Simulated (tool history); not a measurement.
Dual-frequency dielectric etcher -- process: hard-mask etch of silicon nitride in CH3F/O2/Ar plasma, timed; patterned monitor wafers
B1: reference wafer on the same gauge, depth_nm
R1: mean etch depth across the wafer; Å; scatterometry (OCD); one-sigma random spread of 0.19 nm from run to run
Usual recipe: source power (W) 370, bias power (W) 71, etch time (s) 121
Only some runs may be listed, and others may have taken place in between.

run 1 hour=0 | source_power_(W)=370 bias_power_(W)=71 etch_time_(s)=121 | B1=91.9 | R1=770
run 2 hour=32.1 | source_power_(W)=370 bias_power_(W)=71 etch_time_(s)=121 | B1=91.9 | R1=771
run 3 hour=45.1 | source_power_(W)=370 bias_power_(W)=71 etch_time_(s)=121 | B1=92 | R1=769
run 4 hour=70.3 | source_power_(W)=370 bias_power_(W)=71 etch_time_(s)=121 | B1=92 | R1=772
run 5 hour=96.6 | source_power_(W)=370 bias_power_(W)=71 etch_time_(s)=121 | B1=91.9 | R1=771
run 6 hour=113.9 | source_power_(W)=370 bias_power_(W)=71 etch_time_(s)=121 | B1=91.9 | R1=771
run 7 hour=131.6 | source_power_(W)=370 bias_power_(W)=71 etch_time_(s)=121 | B1=91.9 | R1=772
-- hour=176.1 upper electrode replaced
run 8 hour=176.6 | source_power_(W)=410 bias_power_(W)=71 etch_time_(s)=121 | B1=91.9 | R1=803
run 9 hour=177.3 | source_power_(W)=410 bias_power_(W)=71 etch_time_(s)=121 | B1=91.9 | R1=803
-- hour=187.1 gauge calibrated
run 10 hour=202.2 | source_power_(W)=370 bias_power_(W)=71 etch_time_(s)=84.5 | B1=91.8 | R1=538
-- hour=216.8 source power generator calibrated
run 11 hour=232.8 | source_power_(W)=320 bias_power_(W)=61 etch_time_(s)=121 | B1=91.9 | R1=710
run 12 hour=257 | source_power_(W)=370 bias_power_(W)=71 etch_time_(s)=121 | B1=91.8 | R1=772
-- hour=287 wet clean of the chamber
run 13 hour=287.5 | source_power_(W)=300 bias_power_(W)=55 etch_time_(s)=121 | B1=92 | R1=682
run 14 hour=295.8 | source_power_(W)=330 bias_power_(W)=80 etch_time_(s)=121 | B1=91.9 | R1=757
run 15 hour=327.8 | source_power_(W)=370 bias_power_(W)=58 etch_time_(s)=106.5 | B1=92 | R1=656
run 16 hour=345.2 | source_power_(W)=340 bias_power_(W)=53 etch_time_(s)=107.5 | B1=91.9 | R1=633
run 17 hour=375.7 | source_power_(W)=430 bias_power_(W)=53 etch_time_(s)=121 | B1=91.9 | R1=780
run 18 hour=403.7 | source_power_(W)=370 bias_power_(W)=71 etch_time_(s)=121 | B1=92 | R1=774
-- hour=422.9 bias power generator calibrated
run 19 hour=424.6 | source_power_(W)=370 bias_power_(W)=71 etch_time_(s)=121 | B1=91.9 | R1=772
run 20 hour=457 | source_power_(W)=370 bias_power_(W)=71 etch_time_(s)=121 | B1=91.9 | R1=773
run 21 hour=477.8 | source_power_(W)=370 bias_power_(W)=71 etch_time_(s)=121 | B1=91.9 | R1=771
run 22 hour=500.6 | source_power_(W)=370 bias_power_(W)=71 etch_time_(s)=121 | B1=91.9 | R1=773
run 23 hour=525.1 | source_power_(W)=370 bias_power_(W)=71 etch_time_(s)=121 | B1=91.9 | R1=770
run 24 hour=547.7 | source_power_(W)=290 bias_power_(W)=71 etch_time_(s)=121 | B1=91.8 | R1=704
run 25 hour=562.5 | source_power_(W)=370 bias_power_(W)=71 etch_time_(s)=121 | B1=91.9 | R1=775
run 26 hour=581.7 | source_power_(W)=370 bias_power_(W)=56 etch_time_(s)=99 | B1=91.9 | R1=610
run 27 hour=608.7 | source_power_(W)=330 bias_power_(W)=57 etch_time_(s)=150 | B1=92 | R1=881
run 28 hour=625 | source_power_(W)=300 bias_power_(W)=57 etch_time_(s)=121 | B1=91.9 | R1=691
run 29 hour=638.3 | source_power_(W)=370 bias_power_(W)=71 etch_time_(s)=96 | B1=91.9 | R1=613
run 30 hour=667.4 | source_power_(W)=370 bias_power_(W)=66 etch_time_(s)=121 | B1=91.9 | R1=764

Consider 4 possible next runs. They are alternatives, not a sequence: every one starts from the tool as it was left by run 30. What does each give?
run A hour=667.9 | source_power_(W)=370 bias_power_(W)=71 etch_time_(s)=110 | B1=? | R1=?
run B hour=667.9 | source_power_(W)=420 bias_power_(W)=54 etch_time_(s)=121 | B1=? | R1=?
run C hour=667.9 | source_power_(W)=420 bias_power_(W)=84 etch_time_(s)=121 | B1=? | R1=?
run D hour=667.9 | source_power_(W)=430 bias_power_(W)=71 etch_time_(s)=121 | B1=? | R1=?

run=A B1=91.9 R1=705
run=B B1=91.9 R1=778
run=C B1=91.9 R1=840
run=D B1=91.9 R1=821
Stripped of hidden state, with their random variation kept, the same runs would have yielded:
run=A R1=705
run=B R1=778
run=C R1=840
run=D R1=821

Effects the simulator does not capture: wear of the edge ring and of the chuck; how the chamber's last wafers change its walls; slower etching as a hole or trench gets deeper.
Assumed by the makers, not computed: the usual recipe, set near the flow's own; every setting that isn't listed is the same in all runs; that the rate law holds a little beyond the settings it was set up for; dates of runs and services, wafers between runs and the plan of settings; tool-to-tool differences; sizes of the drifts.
